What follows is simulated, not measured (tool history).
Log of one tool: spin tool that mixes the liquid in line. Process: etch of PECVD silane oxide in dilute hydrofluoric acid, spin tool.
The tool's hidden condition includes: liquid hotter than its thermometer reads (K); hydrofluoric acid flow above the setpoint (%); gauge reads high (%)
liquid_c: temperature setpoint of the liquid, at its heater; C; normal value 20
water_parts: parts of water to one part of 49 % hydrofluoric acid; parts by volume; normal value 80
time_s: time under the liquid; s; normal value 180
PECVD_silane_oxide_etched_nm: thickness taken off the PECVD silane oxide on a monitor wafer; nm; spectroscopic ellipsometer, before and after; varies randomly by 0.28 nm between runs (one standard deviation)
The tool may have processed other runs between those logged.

run	hour	liquid_c	water_parts	time_s	wafers since the last listed run	hours since the thermometer was replaced	hours since the hydrofluoric acid flow meter was replaced	hours since the gauge calibration	read-back film thickness of the PECVD silane oxide reference wafer, read on the same gauge (nm)	PECVD_silane_oxide_etched_nm
1	0	20	80	180	0	1800.3	1685.4	2279.2	130.02	50.12
2	59.3	20	80	180	412	1859.6	1744.7	2338.5	129.98	50.48
3	122.2	20	80	180	438	1922.5	1807.6	2401.4	130.01	50.6
4	234.4	20	80	180	781	2034.7	1919.8	2513.6	130.02	51.23
5	293.3	20	80	180	410	2093.6	1978.7	2572.5	130	50.32
6	344.6	20	80	180	357	2144.9	2030	2623.8	130.03	50.67
7	385.8	20	80	225	286	2186.1	2071.2	2665	129.98	63.44
8	424.8	20	80	225	271	2225.1	2110.2	2704	130	63.48
# hour 445.3: hydrofluoric acid flow meter replaced
9	473.7	20	80	180	333	2274	28.4	2752.9	129.96	50.65
# hour 491.1: thermometer replaced
10	527.8	20	80	180	369	36.7	82.5	2807	130	48.53
11	585.2	20	80	180	399	94.1	139.9	2864.4	129.98	48.35
12	643.2	20	80	180	403	152.1	197.9	2922.4	129.96	49.04
# hour 654.1: gauge calibrated
13	712.2	20	80	180	480	221.1	266.9	58.1	130.02	48.9
14	764.9	20	50	180	366	273.8	319.6	110.8	130.01	81.6
15	800.4	20	80	180	247	309.3	355.1	146.3	130	49.33
16	853.6	20	80	180	370	362.5	408.3	199.5	130.01	48.99
17	890.8	21.5	80	180	259	399.7	445.5	236.7	130.01	52.16
18	943.2	20	80	180	364	452.1	497.9	289.1	130.01	49.49
19	1009.7	20	80	180	463	518.6	564.4	355.6	130.01	49.56
20	1072.2	20	55	225	435	581.1	626.9	418.1	130.02	91.83
21	1124.8	20	45	180	366	633.7	679.5	470.7	130.02	90.35
22	1170.1	20	65	180	315	679	724.8	516	129.99	61.88
23	1216.7	20	80	180	324	725.6	771.4	562.6	129.99	49.29
24	1242.7	20	80	80	181	751.6	797.4	588.6	130.01	22.07
25	1300.7	20	80	180	403	809.6	855.4	646.6	129.99	49.52
26	1354.6	25	120	180	375	863.5	909.3	700.5	129.98	38.29
27	1415.8	20	110	180	426	924.7	970.5	761.7	129.97	34.72
28	1585.3	17.5	80	140	1180	1094.2	1140	931.2	129.99	34.91
29	1646.5	20	80	250	426	1155.4	1201.2	992.4	129.99	69
30	1711.8	23.5	60	140	454	1220.7	1266.5	1057.7	129.99	61.1
31	1767.6	20	40	180	388	1276.5	1322.3	1113.5	130	104.09
32	1890.4	20	100	230	855	1399.3	1445.1	1236.3	129.98	49.85
33	1928.5	20	80	215	265	1437.4	1483.2	1274.4	130.01	60.1
34	2028	20	80	180	692	1536.9	1582.7	1373.9	130	49.8

Per-run results on a tool with no hidden state, each run keeping its own random variation:
run	PECVD_silane_oxide_etched_nm
1	48.26
2	48.55
3	48.63
4	49.13
5	48.2
6	48.49
7	60.66
8	60.65
9	48.36
10	48.31
11	48.07
12	48.71
13	48.51
14	80.87
15	48.86
16	48.48
17	51.59
18	48.89
19	48.91
20	90.48
21	88.93
22	60.87
23	48.45
24	21.68
25	48.61
26	37.6
27	34.02
28	34.08
29	67.3
30	59.55
31	101.24
32	48.42
33	58.33
34	48.23
